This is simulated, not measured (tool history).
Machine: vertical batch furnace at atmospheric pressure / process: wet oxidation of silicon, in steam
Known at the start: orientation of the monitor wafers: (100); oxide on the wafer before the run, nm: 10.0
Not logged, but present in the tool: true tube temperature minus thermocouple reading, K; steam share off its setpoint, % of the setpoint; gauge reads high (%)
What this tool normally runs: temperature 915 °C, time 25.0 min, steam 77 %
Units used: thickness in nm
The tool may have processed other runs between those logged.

run,hour,temperature,time,steam,wafers since the last listed run,hours since the last temperature calibration,hours since the steam generator was serviced,hours since the gauge calibration,"read-back reference wafer on the same gauge, thickness",thickness
1,0.0,915,25.0,77,0,3156.5,3283.9,164.1,86.24,72.16
2,25.6,915,25.0,77,487,3182.1,3309.5,189.7,86.16,72.16
3,175.5,915,25.0,77,2855,3332.0,3459.4,339.6,86.20,71.65
4,203.3,915,25.0,77,529,3359.8,3487.2,367.4,86.24,72.26
5,273.0,915,25.0,77,1327,3429.5,3556.9,437.1,86.24,71.67
6,325.0,915,28.5,77,990,3481.5,3608.9,489.1,86.29,80.46
7,394.5,915,28.5,77,1323,3551.0,3678.4,558.6,86.20,79.86
8,435.4,927,28.0,77,779,3591.9,3719.3,599.5,86.27,90.49
9,480.4,927,28.0,77,857,3636.9,3764.3,644.5,86.19,90.05
10,506.3,927,28.0,77,493,3662.8,3790.2,670.4,86.22,90.60
# hour 509.1: gauge calibrated
11,601.8,915,25.0,77,1819,3758.3,3885.7,92.7,86.21,72.11
12,671.6,898,30.5,81,1329,3828.1,3955.5,162.5,86.14,71.29
# hour 716.3: steam generator serviced
13,732.2,933,25.0,88,697,3888.7,15.9,223.1,86.24,93.40
# hour 782.1: thermocouples replaced and temperature profile calibrated
14,792.2,915,25.0,77,685,10.1,75.9,283.1,86.15,68.63
15,823.7,933,25.0,88,599,41.6,107.4,314.6,86.17,93.62
16,890.8,905,17.5,85,1278,108.7,174.5,381.7,86.22,49.48
# hour 1034.4: steam generator serviced, repeated, since the last time left the tool worse
17,1088.3,939,13.5,77,3304,306.2,53.9,579.2,86.14,59.09
18,1148.3,938,25.0,77,1142,366.2,113.9,639.2,86.24,95.79
19,1184.6,915,16.0,77,691,402.5,150.2,675.5,86.20,52.24
20,1237.5,908,32.0,77,1007,455.4,203.1,728.4,86.15,84.29
# hour 1290.2: gauge calibrated
21,1306.0,899,25.0,77,1304,523.9,271.6,15.8,86.20,61.06

Exercise: give the hidden state of the tool at every run:
true tube temperature minus thermocouple reading, K: 0 at every run
gauge reads high (%): 0 at every run
H1: steam share off its setpoint, % of the setpoint
run,H1
1,-4.55
2,-4.59
3,-4.79
4,-4.82
5,-4.91
6,-4.98
7,-5.07
8,-5.13
9,-5.19
10,-5.22
11,-5.35
12,-5.44
13,-10
14,-10.1
15,-10.1
16,-10.2
17,-0.81
18,-0.889
19,-0.937
20,-1.01
21,-1.1
